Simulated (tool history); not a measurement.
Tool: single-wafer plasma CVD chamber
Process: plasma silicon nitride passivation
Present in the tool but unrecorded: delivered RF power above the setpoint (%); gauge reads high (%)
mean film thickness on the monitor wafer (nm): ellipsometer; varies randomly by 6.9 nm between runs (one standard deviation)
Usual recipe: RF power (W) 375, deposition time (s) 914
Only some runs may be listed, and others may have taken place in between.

| run | hour | RF power (W) | deposition time (s) | wafers since the last listed run | hours since the last RF generator calibration | hours since the showerhead was replaced | hours since the gauge calibration | read-back reference wafer on the same gauge, thickness_nm | mean film thickness on the monitor wafer (nm) |
|---|---|---|---|---|---|---|---|---|---|
| 1 | 0 | 395 | 914 | 0 | 1260.2 | 5212.1 | 1308.5 | 1401.261 | 1291.252 |
| 2 | 55.1 | 395 | 914 | 156 | 1315.3 | 5267.2 | 1363.6 | 1398.513 | 1296.925 |
| 3 | 102 | 395 | 914 | 133 | 1362.2 | 5314.1 | 1410.5 | 1399.972 | 1287.169 |
| 4 | 139.4 | 435 | 871 | 106 | 1399.6 | 5351.5 | 1447.9 | 1401.138 | 1260.759 |
| 5 | 198.5 | 435 | 871 | 167 | 1458.7 | 5410.6 | 1507 | 1400.451 | 1265.585 |
| 6 | 287 | 435 | 871 | 251 | 1547.2 | 5499.1 | 1595.5 | 1397.992 | 1265.098 |
| 7 | 361.5 | 375 | 914 | 211 | 1621.7 | 5573.6 | 1670 | 1401.993 | 1258.151 |
| 8 | 466.7 | 375 | 914 | 298 | 1726.9 | 5678.8 | 1775.2 | 1398.73 | 1251.59 |
| 9 | 512.9 | 375 | 914 | 131 | 1773.1 | 5725 | 1821.4 | 1396.946 | 1248.866 |
| 10 | 589.6 | 375 | 914 | 217 | 1849.8 | 5801.7 | 1898.1 | 1402.135 | 1254.211 |
| 11 | 689.3 | 375 | 914 | 283 | 1949.5 | 5901.4 | 1997.8 | 1398.71 | 1253.994 |
| 12 | 834.9 | 375 | 914 | 413 | 2095.1 | 6047 | 2143.4 | 1398.301 | 1260.11 |
| 13 | 876.4 | 375 | 914 | 117 | 2136.6 | 6088.5 | 2184.9 | 1397.907 | 1257.728 |
| 14 | 965.3 | 375 | 914 | 252 | 2225.5 | 6177.4 | 2273.8 | 1400.532 | 1245.883 |
| 15 | 1007.9 | 375 | 914 | 121 | 2268.1 | 6220 | 2316.4 | 1403.654 | 1228.232 |
|  | 1047.5 | RF generator calibrated |
| 16 | 1066.1 | 375 | 914 | 142 | 18.6 | 6278.2 | 2374.6 | 1398.769 | 1283.29 |
| 17 | 1142.4 | 375 | 914 | 216 | 94.9 | 6354.5 | 2450.9 | 1400.451 | 1276.528 |
|  | 1191.7 | gauge calibrated |
| 18 | 1379.5 | 435 | 871 | 673 | 332 | 6591.6 | 187.8 | 1399.774 | 1290.2 |
| 19 | 1473.8 | 405 | 1048 | 268 | 426.3 | 6685.9 | 282.1 | 1400.682 | 1511.225 |
| 20 | 1514.1 | 325 | 772 | 114 | 466.6 | 6726.2 | 322.4 | 1398.758 | 1023.55 |
| 21 | 1598.2 | 375 | 914 | 239 | 550.7 | 6810.3 | 406.5 | 1400.517 | 1263.894 |
| 22 | 1662.8 | 440 | 1005 | 183 | 615.3 | 6874.9 | 471.1 | 1400.03 | 1480.59 |
| 23 | 1733 | 375 | 914 | 199 | 685.5 | 6945.1 | 541.3 | 1401.1 | 1280.176 |
| 24 | 1829.6 | 375 | 914 | 274 | 782.1 | 7041.7 | 637.9 | 1402.731 | 1278.29 |
| 25 | 1916.1 | 355 | 984 | 245 | 868.6 | 7128.2 | 724.4 | 1401.862 | 1342.381 |
|  | 1931.4 | showerhead replaced, of another model than before |
| 26 | 1962.5 | 335 | 796 | 109 | 915 | 31.1 | 770.8 | 1398.27 | 1087.133 |
| 27 | 2066 | 355 | 1093 | 294 | 1018.5 | 134.6 | 874.3 | 1400.786 | 1510.967 |
| 28 | 2141.1 | 375 | 834 | 213 | 1093.6 | 209.7 | 949.4 | 1398.884 | 1173.8 |
| 29 | 2224.6 | 325 | 735 | 237 | 1177.1 | 293.2 | 1032.9 | 1400.26 | 1000.834 |
| 30 | 2323.4 | 330 | 985 | 280 | 1275.9 | 392 | 1131.7 | 1404.001 | 1353.531 |
| 31 | 2372.6 | 320 | 1041 | 139 | 1325.1 | 441.2 | 1180.9 | 1398.594 | 1414.014 |
| 32 | 2429.1 | 430 | 1087 | 160 | 1381.6 | 497.7 | 1237.4 | 1400.555 | 1561.76 |
| 33 | 2483.9 | 445 | 993 | 155 | 1436.4 | 552.5 | 1292.2 | 1400.602 | 1420.919 |
| 34 | 2591.1 | 310 | 751 | 304 | 1543.6 | 659.7 | 1399.4 | 1400.412 | 1015.109 |
| 35 | 2663.4 | 415 | 772 | 205 | 1615.9 | 732 | 1471.7 | 1400.781 | 1093.134 |

Alternative continuations, all from the tool just after run 35; predict every row:
| A | 2664.1 | 375 | 983 | 1 | 1616.6 | 732.7 | 1472.4 | ? | ? |
| B | 2664.1 | 375 | 779 | 1 | 1616.6 | 732.7 | 1472.4 | ? | ? |
| C | 2664.1 | 435 | 914 | 1 | 1616.6 | 732.7 | 1472.4 | ? | ? |
| D | 2664.1 | 345 | 855 | 1 | 1616.6 | 732.7 | 1472.4 | ? | ? |

| run | read-back reference wafer on the same gauge, thickness_nm | mean film thickness on the monitor wafer (nm) |
|---|---|---|
| A | 1400.278 | 1362.522 |
| B | 1400.278 | 1079.76 |
| C | 1400.278 | 1303.98 |
| D | 1400.278 | 1166.824 |
Take away the tool's hidden state, keep each run's random variation, and the runs would have read:
| run | mean film thickness on the monitor wafer (nm) |
|---|---|
| A | 1372.997 |
| B | 1088.062 |
| C | 1314.005 |
| D | 1175.795 |
